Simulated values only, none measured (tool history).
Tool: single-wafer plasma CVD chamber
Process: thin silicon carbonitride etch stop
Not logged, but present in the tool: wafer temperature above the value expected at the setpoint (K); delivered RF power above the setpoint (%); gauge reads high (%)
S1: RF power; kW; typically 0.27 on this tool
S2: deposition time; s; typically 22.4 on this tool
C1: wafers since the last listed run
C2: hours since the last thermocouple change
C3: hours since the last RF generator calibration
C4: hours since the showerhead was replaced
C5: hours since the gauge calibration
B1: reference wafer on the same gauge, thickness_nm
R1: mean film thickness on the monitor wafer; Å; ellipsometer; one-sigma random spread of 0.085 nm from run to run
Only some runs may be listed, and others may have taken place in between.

| run | hour | S1 | S2 | C1 | C2 | C3 | C4 | C5 | B1 | R1 |
|---|---|---|---|---|---|---|---|---|---|---|
| 1 | 0 | 0.255 | 21 | 0 | 2037.6 | 423 | 5784.1 | 716.9 | 14.2 | 132.97 |
| 2 | 19.1 | 0.305 | 22.4 | 634 | 2056.7 | 442.1 | 5803.2 | 736 | 14.214 | 149.85 |
| 3 | 43.3 | 0.305 | 22.4 | 803 | 2080.9 | 466.3 | 5827.4 | 760.2 | 14.208 | 149.53 |
|  | 48 | gauge calibrated |
| 4 | 74.5 | 0.23 | 22.4 | 1036 | 2112.1 | 497.5 | 5858.6 | 26.5 | 14.21 | 136.99 |
| 5 | 105.8 | 0.23 | 22.4 | 1039 | 2143.4 | 528.8 | 5889.9 | 57.8 | 14.2 | 135.87 |
| 6 | 124.3 | 0.29 | 22.4 | 614 | 2161.9 | 547.3 | 5908.4 | 76.3 | 14.187 | 148.05 |
| 7 | 145.2 | 0.29 | 22.4 | 694 | 2182.8 | 568.2 | 5929.3 | 97.2 | 14.213 | 148.63 |
| 8 | 165.7 | 0.29 | 22.4 | 680 | 2203.3 | 588.7 | 5949.8 | 117.7 | 14.201 | 147.98 |
| 9 | 184.6 | 0.27 | 23.6 | 627 | 2222.2 | 607.6 | 5968.7 | 136.6 | 14.216 | 152.2 |
| 10 | 265.7 | 0.27 | 23.6 | 2693 | 2303.3 | 688.7 | 6049.8 | 217.7 | 14.188 | 151.74 |
|  | 275.3 | thermocouple changed; heater temperature recalibrated |
| 11 | 285.8 | 0.27 | 22.4 | 401 | 10.5 | 708.8 | 6069.9 | 237.8 | 14.185 | 143.23 |
| 12 | 311.5 | 0.27 | 22.4 | 853 | 36.2 | 734.5 | 6095.6 | 263.5 | 14.193 | 142.41 |
| 13 | 345.9 | 0.245 | 22.4 | 1142 | 70.6 | 768.9 | 6130 | 297.9 | 14.204 | 139.94 |
|  | 381 | RF generator calibrated |
| 14 | 381.5 | 0.245 | 22.4 | 916 | 106.2 | 0.5 | 6165.6 | 333.5 | 14.206 | 143.41 |
| 15 | 386.7 | 0.245 | 22.4 | 172 | 111.4 | 5.7 | 6170.8 | 338.7 | 14.19 | 142.53 |
| 16 | 403.8 | 0.295 | 19.5 | 567 | 128.5 | 22.8 | 6187.9 | 355.8 | 14.202 | 133.08 |
| 17 | 432.7 | 0.295 | 19.5 | 959 | 157.4 | 51.7 | 6216.8 | 384.7 | 14.197 | 132.39 |
| 18 | 449.8 | 0.235 | 19 | 567 | 174.5 | 68.8 | 6233.9 | 401.8 | 14.211 | 120.22 |
| 19 | 468.5 | 0.235 | 20.3 | 621 | 193.2 | 87.5 | 6252.6 | 420.5 | 14.216 | 127.67 |
| 20 | 496.8 | 0.31 | 19 | 939 | 221.5 | 115.8 | 6280.9 | 448.8 | 14.18 | 132.06 |
| 21 | 526.3 | 0.32 | 18.2 | 979 | 251 | 145.3 | 6310.4 | 478.3 | 14.194 | 125.99 |
|  | 558.2 | showerhead replaced |
| 22 | 558.7 | 0.25 | 19.8 | 810 | 283.4 | 177.7 | 0.5 | 510.7 | 14.215 | 124.86 |
| 23 | 580.3 | 0.23 | 26.4 | 717 | 305 | 199.3 | 22.1 | 532.3 | 14.185 | 161.06 |
|  | 652.9 | gauge calibrated |
| 24 | 676.3 | 0.27 | 22.4 | 3188 | 401 | 295.3 | 118.1 | 23.4 | 14.182 | 144.74 |
| 25 | 702.4 | 0.29 | 22.4 | 866 | 427.1 | 321.4 | 144.2 | 49.5 | 14.178 | 149.21 |
| 26 | 728.1 | 0.325 | 20 | 853 | 452.8 | 347.1 | 169.9 | 75.2 | 14.192 | 138 |
| 27 | 743 | 0.245 | 20 | 494 | 467.7 | 362 | 184.8 | 90.1 | 14.2 | 124.62 |
| 28 | 763.2 | 0.3 | 20.2 | 670 | 487.9 | 382.2 | 205 | 110.3 | 14.188 | 134.26 |
| 29 | 776.9 | 0.22 | 24.2 | 455 | 501.6 | 395.9 | 218.7 | 124 | 14.209 | 145.98 |
| 30 | 802.3 | 0.32 | 22.4 | 843 | 527 | 421.3 | 244.1 | 149.4 | 14.197 | 154.05 |
| 31 | 819.6 | 0.31 | 24.2 | 574 | 544.3 | 438.6 | 261.4 | 166.7 | 14.192 | 165.7 |
| 32 | 847.6 | 0.27 | 24.9 | 929 | 572.3 | 466.6 | 289.4 | 194.7 | 14.182 | 159.64 |
| 33 | 881.7 | 0.27 | 22.4 | 1132 | 606.4 | 500.7 | 323.5 | 228.8 | 14.214 | 144.18 |
| 34 | 902.9 | 0.29 | 22.4 | 704 | 627.6 | 521.9 | 344.7 | 250 | 14.205 | 148.21 |

What was the tool's hidden state at every run in the log?
wafer temperature above the value expected at the setpoint (K): 0 in every run
gauge reads high (%): 0 in every run
H1: delivered RF power above the setpoint (%)
| run | H1 |
|---|---|
| 1 | -7.36 |
| 2 | -7.48 |
| 3 | -7.62 |
| 4 | -7.79 |
| 5 | -7.94 |
| 6 | -8.03 |
| 7 | -8.11 |
| 8 | -8.19 |
| 9 | -8.26 |
| 10 | -8.5 |
| 11 | -8.55 |
| 12 | -8.61 |
| 13 | -8.69 |
| 14 | -0.154 |
| 15 | -0.308 |
| 16 | -0.792 |
| 17 | -1.55 |
| 18 | -1.96 |
| 19 | -2.38 |
| 20 | -2.97 |
| 21 | -3.53 |
| 22 | -4.07 |
| 23 | -4.4 |
| 24 | -5.6 |
| 25 | -5.86 |
| 26 | -6.1 |
| 27 | -6.22 |
| 28 | -6.38 |
| 29 | -6.49 |
| 30 | -6.67 |
| 31 | -6.78 |
| 32 | -6.95 |
| 33 | -7.13 |
| 34 | -7.23 |
